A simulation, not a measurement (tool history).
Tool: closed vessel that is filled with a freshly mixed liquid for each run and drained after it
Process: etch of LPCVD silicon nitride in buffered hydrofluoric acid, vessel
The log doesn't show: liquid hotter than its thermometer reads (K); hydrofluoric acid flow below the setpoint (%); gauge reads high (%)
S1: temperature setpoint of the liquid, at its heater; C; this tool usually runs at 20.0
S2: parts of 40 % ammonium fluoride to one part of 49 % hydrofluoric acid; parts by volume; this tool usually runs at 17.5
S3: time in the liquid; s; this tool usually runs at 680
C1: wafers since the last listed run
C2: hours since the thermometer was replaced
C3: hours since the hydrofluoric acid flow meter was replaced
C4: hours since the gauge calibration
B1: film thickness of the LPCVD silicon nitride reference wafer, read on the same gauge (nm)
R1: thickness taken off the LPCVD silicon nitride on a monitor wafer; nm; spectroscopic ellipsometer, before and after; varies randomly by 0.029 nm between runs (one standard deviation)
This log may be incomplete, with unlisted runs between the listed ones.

{"run": 1, "hour": 0.0, "S1": 24.0, "S2": 17.5, "S3": 680, "C1": 0, "C2": 818.8, "C3": 698.4, "C4": 3118.3, "B1": 60.0, "R1": 5.722}
{"run": 2, "hour": 87.7, "S1": 20.0, "S2": 17.5, "S3": 990, "C1": 6622, "C2": 906.5, "C3": 786.1, "C4": 3206.0, "B1": 60.011, "R1": 6.66}
{"run": 3, "hour": 145.9, "S1": 20.0, "S2": 17.5, "S3": 990, "C1": 4394, "C2": 964.7, "C3": 844.3, "C4": 3264.2, "B1": 60.003, "R1": 6.648}
{"hour": 224.9, "done": "thermometer replaced"}
{"run": 4, "hour": 234.0, "S1": 20.0, "S2": 17.5, "S3": 680, "C1": 6577, "C2": 9.1, "C3": 932.4, "C4": 3352.3, "B1": 60.017, "R1": 4.499}
{"run": 5, "hour": 311.1, "S1": 20.0, "S2": 17.5, "S3": 985, "C1": 5821, "C2": 86.2, "C3": 1009.5, "C4": 3429.4, "B1": 60.024, "R1": 6.539}
{"run": 6, "hour": 397.1, "S1": 20.0, "S2": 17.5, "S3": 985, "C1": 6494, "C2": 172.2, "C3": 1095.5, "C4": 3515.4, "B1": 59.994, "R1": 6.498}
{"run": 7, "hour": 493.2, "S1": 20.0, "S2": 17.5, "S3": 680, "C1": 7256, "C2": 268.3, "C3": 1191.6, "C4": 3611.5, "B1": 59.983, "R1": 4.495}
{"hour": 584.2, "done": "hydrofluoric acid flow meter replaced"}
{"run": 8, "hour": 598.4, "S1": 20.0, "S2": 17.5, "S3": 680, "C1": 7868, "C2": 373.5, "C3": 14.2, "C4": 3716.7, "B1": 60.004, "R1": 4.297}
{"run": 9, "hour": 641.0, "S1": 20.0, "S2": 17.5, "S3": 680, "C1": 3216, "C2": 416.1, "C3": 56.8, "C4": 3759.3, "B1": 59.987, "R1": 4.318}
{"run": 10, "hour": 740.0, "S1": 20.0, "S2": 14.5, "S3": 680, "C1": 7475, "C2": 515.1, "C3": 155.8, "C4": 3858.3, "B1": 60.024, "R1": 5.128}
{"run": 11, "hour": 822.7, "S1": 20.0, "S2": 17.5, "S3": 680, "C1": 6244, "C2": 597.8, "C3": 238.5, "C4": 3941.0, "B1": 59.996, "R1": 4.238}
{"hour": 854.5, "done": "gauge calibrated"}
{"run": 12, "hour": 920.9, "S1": 20.0, "S2": 17.5, "S3": 680, "C1": 7415, "C2": 696.0, "C3": 336.7, "C4": 66.4, "B1": 60.02, "R1": 4.277}
{"run": 13, "hour": 988.6, "S1": 20.0, "S2": 17.5, "S3": 680, "C1": 5112, "C2": 763.7, "C3": 404.4, "C4": 134.1, "B1": 60.027, "R1": 4.291}
{"run": 14, "hour": 1040.0, "S1": 20.0, "S2": 22.5, "S3": 540, "C1": 3881, "C2": 815.1, "C3": 455.8, "C4": 185.5, "B1": 59.989, "R1": 2.809}
{"hour": 1121.5, "done": "hydrofluoric acid flow meter replaced, repeated, since the last time left the tool worse"}
{"run": 15, "hour": 1130.3, "S1": 24.5, "S2": 13.5, "S3": 785, "C1": 6743, "C2": 905.4, "C3": 8.8, "C4": 275.8, "B1": 59.992, "R1": 9.042}
{"run": 16, "hour": 1184.9, "S1": 17.0, "S2": 12.0, "S3": 680, "C1": 4122, "C2": 960.0, "C3": 63.4, "C4": 330.4, "B1": 60.006, "R1": 5.724}
{"run": 17, "hour": 1249.0, "S1": 20.0, "S2": 22.5, "S3": 680, "C1": 4840, "C2": 1024.1, "C3": 127.5, "C4": 394.5, "B1": 59.997, "R1": 3.795}
{"run": 18, "hour": 1350.3, "S1": 20.0, "S2": 17.5, "S3": 680, "C1": 7649, "C2": 1125.4, "C3": 228.8, "C4": 495.8, "B1": 59.954, "R1": 4.687}
{"run": 19, "hour": 1425.3, "S1": 23.5, "S2": 24.0, "S3": 325, "C1": 5663, "C2": 1200.4, "C3": 303.8, "C4": 570.8, "B1": 60.006, "R1": 2.097}
{"hour": 1466.8, "done": "thermometer replaced"}
{"run": 20, "hour": 1471.1, "S1": 23.0, "S2": 22.0, "S3": 680, "C1": 3382, "C2": 4.3, "C3": 349.6, "C4": 616.6, "B1": 59.996, "R1": 4.551}
{"run": 21, "hour": 1550.0, "S1": 20.0, "S2": 23.5, "S3": 680, "C1": 5957, "C2": 83.2, "C3": 428.5, "C4": 695.5, "B1": 59.996, "R1": 3.66}
{"run": 22, "hour": 1605.0, "S1": 17.0, "S2": 17.5, "S3": 1040, "C1": 4153, "C2": 138.2, "C3": 483.5, "C4": 750.5, "B1": 60.009, "R1": 6.012}
{"run": 23, "hour": 1710.5, "S1": 20.0, "S2": 13.0, "S3": 820, "C1": 7966, "C2": 243.7, "C3": 589.0, "C4": 856.0, "B1": 60.02, "R1": 7.435}
{"run": 24, "hour": 1968.0, "S1": 23.5, "S2": 17.5, "S3": 470, "C1": 19444, "C2": 501.2, "C3": 846.5, "C4": 1113.5, "B1": 60.039, "R1": 3.785}
{"run": 25, "hour": 2074.9, "S1": 23.5, "S2": 17.5, "S3": 285, "C1": 8072, "C2": 608.1, "C3": 953.4, "C4": 1220.4, "B1": 59.998, "R1": 2.324}
{"run": 26, "hour": 2175.7, "S1": 20.0, "S2": 17.5, "S3": 680, "C1": 7611, "C2": 708.9, "C3": 1054.2, "C4": 1321.2, "B1": 59.995, "R1": 4.504}
{"run": 27, "hour": 2269.4, "S1": 20.0, "S2": 15.0, "S3": 920, "C1": 7075, "C2": 802.6, "C3": 1147.9, "C4": 1414.9, "B1": 59.992, "R1": 7.203}
{"run": 28, "hour": 2355.5, "S1": 20.0, "S2": 17.5, "S3": 680, "C1": 6501, "C2": 888.7, "C3": 1234.0, "C4": 1501.0, "B1": 59.994, "R1": 4.506}
{"run": 29, "hour": 2406.0, "S1": 24.5, "S2": 14.0, "S3": 555, "C1": 3813, "C2": 939.2, "C3": 1284.5, "C4": 1551.5, "B1": 59.979, "R1": 5.852}
{"run": 30, "hour": 2508.0, "S1": 20.0, "S2": 13.5, "S3": 680, "C1": 7702, "C2": 1041.2, "C3": 1386.5, "C4": 1653.5, "B1": 59.983, "R1": 5.829}
{"hour": 2517.1, "done": "hydrofluoric acid flow meter replaced"}
{"run": 31, "hour": 2587.8, "S1": 20.0, "S2": 17.5, "S3": 510, "C1": 5950, "C2": 1121.0, "C3": 70.7, "C4": 1733.3, "B1": 60.016, "R1": 3.504}
{"run": 32, "hour": 2691.4, "S1": 18.0, "S2": 22.0, "S3": 680, "C1": 7823, "C2": 1224.6, "C3": 174.3, "C4": 1836.9, "B1": 60.009, "R1": 3.454}

Below are 4 alternative next runs, each starting from the tool's condition after run 32. Predict each:
{"run": "A", "hour": 2692.2, "S1": 20.0, "S2": 17.5, "S3": 680, "C1": 60, "C2": 1225.4, "C3": 175.1, "C4": 1837.7, "B1": "?", "R1": "?"}
{"run": "B", "hour": 2692.2, "S1": 18.5, "S2": 24.5, "S3": 680, "C1": 60, "C2": 1225.4, "C3": 175.1, "C4": 1837.7, "B1": "?", "R1": "?"}
{"run": "C", "hour": 2692.2, "S1": 22.5, "S2": 24.0, "S3": 1055, "C1": 60, "C2": 1225.4, "C3": 175.1, "C4": 1837.7, "B1": "?", "R1": "?"}
{"run": "D", "hour": 2692.2, "S1": 17.0, "S2": 20.0, "S3": 860, "C1": 60, "C2": 1225.4, "C3": 175.1, "C4": 1837.7, "B1": "?", "R1": "?"}

run=A B1=60.020 R1=4.634
run=B B1=60.020 R1=3.250
run=C B1=60.020 R1=6.401
run=D B1=60.020 R1=4.342
Had the tool no hidden state, the same runs would have come out as:
run=A R1=4.664
run=B R1=3.265
run=C R1=6.430
run=D R1=4.361
